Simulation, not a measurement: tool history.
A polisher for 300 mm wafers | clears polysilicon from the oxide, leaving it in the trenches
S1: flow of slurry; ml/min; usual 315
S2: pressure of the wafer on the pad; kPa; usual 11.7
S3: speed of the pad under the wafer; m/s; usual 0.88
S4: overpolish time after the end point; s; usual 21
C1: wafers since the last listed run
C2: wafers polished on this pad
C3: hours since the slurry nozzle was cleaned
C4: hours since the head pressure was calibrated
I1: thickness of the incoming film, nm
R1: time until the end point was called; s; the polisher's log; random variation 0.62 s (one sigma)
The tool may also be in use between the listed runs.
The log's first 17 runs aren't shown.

run 18 hour=1063.1 | S1=315 S2=11.7 S3=0.88 S4=21 | C1=527 C2=861 C3=66.3 C4=545.9 | I1=397.5 | R1=67.2
-- hour=1091.2 head pressure recalibrated
run 19 hour=1102.5 | S1=315 S2=11.7 S3=1.02 S4=29 | C1=416 C2=1278 C3=105.7 C4=11.3 | I1=396.4 | R1=60.9
run 20 hour=1158.4 | S1=375 S2=9.7 S3=1.14 S4=29 | C1=622 C2=1900 C3=161.6 C4=67.2 | I1=395.6 | R1=64.1
run 21 hour=1191.8 | S1=315 S2=11.7 S3=0.88 S4=21 | C1=371 C2=2272 C3=195 C4=100.6 | I1=395.4 | R1=67.1
run 22 hour=1223.9 | S1=315 S2=11.7 S3=0.88 S4=12 | C1=357 C2=2629 C3=227.1 C4=132.7 | I1=407 | R1=69.7
run 23 hour=1251.2 | S1=315 S2=8.3 S3=0.88 S4=21 | C1=303 C2=2933 C3=254.4 C4=160 | I1=398.3 | R1=85.6
-- hour=1395 slurry nozzle cleaned
run 24 hour=1421.8 | S1=315 S2=11.7 S3=1.12 S4=15 | C1=1888 C2=4822 C3=26.8 C4=330.6 | I1=394.1 | R1=57.5
run 25 hour=1456.4 | S1=315 S2=11.7 S3=0.88 S4=21 | C1=385 C2=5207 C3=61.4 C4=365.2 | I1=396.7 | R1=68.1
-- hour=1470.5 worn pad replaced by a new one
run 26 hour=1523.5 | S1=395 S2=13.8 S3=1.04 S4=21 | C1=702 C2=589 C3=128.5 C4=432.3 | I1=403.8 | R1=53.5
run 27 hour=1575.2 | S1=355 S2=13.1 S3=1.08 S4=17 | C1=575 C2=1165 C3=180.2 C4=484 | I1=397 | R1=53.4
run 28 hour=1618.7 | S1=375 S2=13.8 S3=0.88 S4=10 | C1=484 C2=1649 C3=223.7 C4=527.5 | I1=394.8 | R1=60
-- hour=1645.4 head pressure recalibrated
run 29 hour=1649.8 | S1=345 S2=13.1 S3=0.88 S4=21 | C1=324 C2=1973 C3=254.8 C4=4.4 | I1=402.8 | R1=63.6
run 30 hour=1712.2 | S1=370 S2=7.6 S3=0.78 S4=31 | C1=694 C2=2668 C3=317.2 C4=66.8 | I1=406.6 | R1=98.1
-- hour=1834.8 slurry nozzle cleaned
run 31 hour=1869.8 | S1=370 S2=7.6 S3=0.78 S4=31 | C1=1743 C2=4412 C3=35 C4=224.4 | I1=401.7 | R1=97.2

Forecast run 32:
run 32 hour=1939.5 | S1=315 S2=15.2 S3=1.18 S4=21 | C1=776 C2=5188 C3=104.7 C4=294.1 | I1=408 | R1=?

R1: 47.8 s
Without the tool's hidden state the same run would have given R1 45.5 s.
